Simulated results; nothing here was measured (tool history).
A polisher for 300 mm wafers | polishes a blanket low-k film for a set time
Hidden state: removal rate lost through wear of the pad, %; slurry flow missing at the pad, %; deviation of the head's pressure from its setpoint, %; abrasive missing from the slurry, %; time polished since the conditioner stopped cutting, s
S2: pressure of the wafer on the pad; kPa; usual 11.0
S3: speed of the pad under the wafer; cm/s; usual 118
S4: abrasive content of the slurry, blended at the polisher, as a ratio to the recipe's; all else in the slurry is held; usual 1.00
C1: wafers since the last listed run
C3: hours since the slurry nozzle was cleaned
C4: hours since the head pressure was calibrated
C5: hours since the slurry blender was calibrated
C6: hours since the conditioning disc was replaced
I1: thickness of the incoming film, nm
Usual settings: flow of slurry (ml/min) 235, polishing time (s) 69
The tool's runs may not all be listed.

run 1 hour=0.0 | flow_of_slurry_(ml/min)=235 S2=11.0 S3=150 S4=1.00 polishing_time_(s)=69 | C1=0 wafers_polished_on_this_pad=2225 C3=681.7 C4=1346.7 C5=360.7 C6=134.0 | I1=533.1 | film_removed_(nm)=25.1
-- hour=34.0 head pressure recalibrated
-- hour=56.8 slurry nozzle cleaned
run 2 hour=81.7 | flow_of_slurry_(ml/min)=235 S2=11.0 S3=150 S4=1.00 polishing_time_(s)=69 | C1=582 wafers_polished_on_this_pad=2807 C3=24.9 C4=47.7 C5=442.4 C6=215.7 | I1=537.0 | film_removed_(nm)=25.5
-- hour=111.1 worn pad replaced by a new one
run 3 hour=154.7 | flow_of_slurry_(ml/min)=235 S2=11.0 S3=150 S4=1.00 polishing_time_(s)=69 | C1=510 wafers_polished_on_this_pad=322 C3=97.9 C4=120.7 C5=515.4 C6=288.7 | I1=525.3 | film_removed_(nm)=25.5
-- hour=157.9 slurry blender recalibrated
run 4 hour=232.5 | flow_of_slurry_(ml/min)=235 S2=11.0 S3=94 S4=1.00 polishing_time_(s)=69 | C1=560 wafers_polished_on_this_pad=883 C3=175.7 C4=198.5 C5=74.6 C6=366.5 | I1=542.1 | film_removed_(nm)=19.5
run 5 hour=295.4 | flow_of_slurry_(ml/min)=235 S2=11.0 S3=94 S4=1.00 polishing_time_(s)=69 | C1=465 wafers_polished_on_this_pad=1348 C3=238.6 C4=261.4 C5=137.5 C6=429.4 | I1=534.9 | film_removed_(nm)=19.4
-- hour=381.8 conditioning disc replaced and pad reconditioned
run 6 hour=463.9 | flow_of_slurry_(ml/min)=235 S2=11.0 S3=118 S4=1.00 polishing_time_(s)=69 | C1=1231 wafers_polished_on_this_pad=2579 C3=407.1 C4=429.9 C5=306.0 C6=82.1 | I1=528.2 | film_removed_(nm)=21.8
-- hour=543.7 worn pad replaced by a new one
run 7 hour=553.5 | flow_of_slurry_(ml/min)=235 S2=11.0 S3=118 S4=1.00 polishing_time_(s)=69 | C1=633 wafers_polished_on_this_pad=72 C3=496.7 C4=519.5 C5=395.6 C6=171.7 | I1=540.3 | film_removed_(nm)=21.5
-- hour=647.1 slurry blender recalibrated
run 8 hour=683.2 | flow_of_slurry_(ml/min)=235 S2=11.0 S3=118 S4=1.00 polishing_time_(s)=69 | C1=944 wafers_polished_on_this_pad=1016 C3=626.4 C4=649.2 C5=36.1 C6=301.4 | I1=534.6 | film_removed_(nm)=22.1
run 9 hour=751.7 | flow_of_slurry_(ml/min)=235 S2=11.0 S3=118 S4=0.85 polishing_time_(s)=69 | C1=506 wafers_polished_on_this_pad=1523 C3=694.9 C4=717.7 C5=104.6 C6=369.9 | I1=525.6 | film_removed_(nm)=20.3
-- hour=785.2 conditioning disc replaced and pad reconditioned
-- hour=829.1 slurry nozzle cleaned
run 10 hour=842.8 | flow_of_slurry_(ml/min)=235 S2=11.0 S3=118 S4=0.90 polishing_time_(s)=69 | C1=651 wafers_polished_on_this_pad=2175 C3=13.7 C4=808.8 C5=195.7 C6=57.6 | I1=540.1 | film_removed_(nm)=21.9
run 11 hour=891.9 | flow_of_slurry_(ml/min)=235 S2=11.0 S3=118 S4=0.90 polishing_time_(s)=69 | C1=363 wafers_polished_on_this_pad=2538 C3=62.8 C4=857.9 C5=244.8 C6=106.7 | I1=534.9 | film_removed_(nm)=21.9
run 12 hour=963.8 | flow_of_slurry_(ml/min)=235 S2=11.0 S3=138 S4=1.15 polishing_time_(s)=69 | C1=531 wafers_polished_on_this_pad=3069 C3=134.7 C4=929.8 C5=316.7 C6=178.6 | I1=533.6 | film_removed_(nm)=25.5
-- hour=1025.4 worn pad replaced by a new one
run 13 hour=1035.4 | flow_of_slurry_(ml/min)=175 S2=11.0 S3=118 S4=1.00 polishing_time_(s)=69 | C1=499 wafers_polished_on_this_pad=73 C3=206.3 C4=1001.4 C5=388.3 C6=250.2 | I1=526.7 | film_removed_(nm)=21.4
-- hour=1096.0 slurry blender recalibrated
run 14 hour=1096.4 | flow_of_slurry_(ml/min)=235 S2=11.0 S3=118 S4=1.00 polishing_time_(s)=69 | C1=436 wafers_polished_on_this_pad=510 C3=267.3 C4=1062.4 C5=0.4 C6=311.2 | I1=530.9 | film_removed_(nm)=22.9
run 15 hour=1194.7 | flow_of_slurry_(ml/min)=235 S2=11.0 S3=118 S4=1.00 polishing_time_(s)=86 | C1=727 wafers_polished_on_this_pad=1237 C3=365.6 C4=1160.7 C5=98.7 C6=409.5 | I1=532.6 | film_removed_(nm)=28.1
-- hour=1209.1 conditioning disc replaced and pad reconditioned
run 16 hour=1279.0 | flow_of_slurry_(ml/min)=195 S2=13.8 S3=138 S4=0.80 polishing_time_(s)=69 | C1=608 wafers_polished_on_this_pad=1845 C3=449.9 C4=1245.0 C5=183.0 C6=69.9 | I1=539.1 | film_removed_(nm)=27.9
run 17 hour=1384.8 | flow_of_slurry_(ml/min)=235 S2=11.0 S3=118 S4=0.85 polishing_time_(s)=69 | C1=782 wafers_polished_on_this_pad=2628 C3=555.7 C4=1350.8 C5=288.8 C6=175.7 | I1=534.1 | film_removed_(nm)=20.8

Forecast run 18:
run 18 hour=1430.5 | flow_of_slurry_(ml/min)=235 S2=11.0 S3=146 S4=0.85 polishing_time_(s)=76 | C1=337 wafers_polished_on_this_pad=2966 C3=601.4 C4=1396.5 C5=334.5 C6=221.4 | I1=537.0 | film_removed_(nm)=?

film removed (nm): 26.0
Without the tool's hidden state the same run would have given film removed (nm) 28.1.
